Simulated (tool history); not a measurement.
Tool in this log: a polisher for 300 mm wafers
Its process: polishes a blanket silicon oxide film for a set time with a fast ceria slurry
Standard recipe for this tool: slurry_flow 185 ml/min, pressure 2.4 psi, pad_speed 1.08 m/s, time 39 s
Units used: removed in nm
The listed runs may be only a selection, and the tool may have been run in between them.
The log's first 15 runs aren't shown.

run,hour,slurry_flow,pressure,pad_speed,time,wafers since the last listed run,wafers polished on this pad,hours since the slurry nozzle was cleaned,hours since the head pressure was calibrated,"incoming thickness of the incoming film, nm",removed
16,790.0,185,2.4,1.08,39,467,611,468.3,184.4,1620.1,548.3
17,843.3,185,2.4,1.08,43,466,1078,521.6,237.7,1619.0,599.0
# hour 858.7: slurry nozzle cleaned
18,875.4,165,2.9,1.08,39,272,1350,16.7,269.8,1597.6,654.8
19,972.1,185,2.4,1.38,29,846,2197,113.4,366.5,1619.1,521.0
20,1034.7,240,2.4,1.08,39,548,2745,176.0,429.1,1592.7,540.7
# hour 1050.6: worn pad replaced by a new one
21,1062.3,185,2.4,1.30,39,206,102,203.6,456.7,1609.6,637.8
22,1118.0,240,2.4,1.08,39,487,590,259.3,512.4,1620.4,534.2
23,1146.0,225,2.4,0.86,39,245,835,287.3,540.4,1632.3,414.6
24,1212.9,135,2.4,1.08,39,585,1421,354.2,607.3,1631.4,482.7
25,1249.7,140,2.8,0.92,52,322,1743,391.0,644.1,1622.1,653.3
26,1306.1,185,2.4,1.08,45,493,2237,447.4,700.5,1622.8,583.2
# hour 1348.7: worn pad replaced by a new one
27,1349.2,185,2.4,1.44,39,342,4,490.5,743.6,1613.2,648.9
# hour 1399.8: slurry nozzle cleaned
28,1420.3,185,2.6,1.08,39,613,618,20.5,814.7,1630.0,536.8
29,1473.1,185,2.4,1.08,39,462,1080,73.3,867.5,1614.5,499.4
30,1507.1,135,1.9,1.44,39,297,1378,107.3,901.5,1586.2,503.8
# hour 1514.7: head pressure recalibrated
# hour 1655.5: worn pad replaced by a new one
31,1696.6,185,2.4,1.08,39,1606,359,296.8,181.9,1629.9,535.7

What if the next run were any one of these 5? Each begins from the tool's condition after run 31:
A,1697.0,185,2.4,1.08,39,3,363,297.2,182.3,1615.3,?
B,1697.0,135,2.0,1.30,50,3,363,297.2,182.3,1615.3,?
C,1697.0,225,1.6,1.32,44,3,363,297.2,182.3,1615.3,?
D,1697.0,215,2.4,1.08,52,3,363,297.2,182.3,1615.3,?
E,1697.0,230,1.8,0.80,28,3,363,297.2,182.3,1615.3,?

run,removed
A,541.2
B,666.7
C,508.8
D,734.3
E,221.3
Without the tool's unlogged condition, the same runs would have read:
run,removed
A,568.5
B,700.5
C,534.6
D,771.5
E,232.5
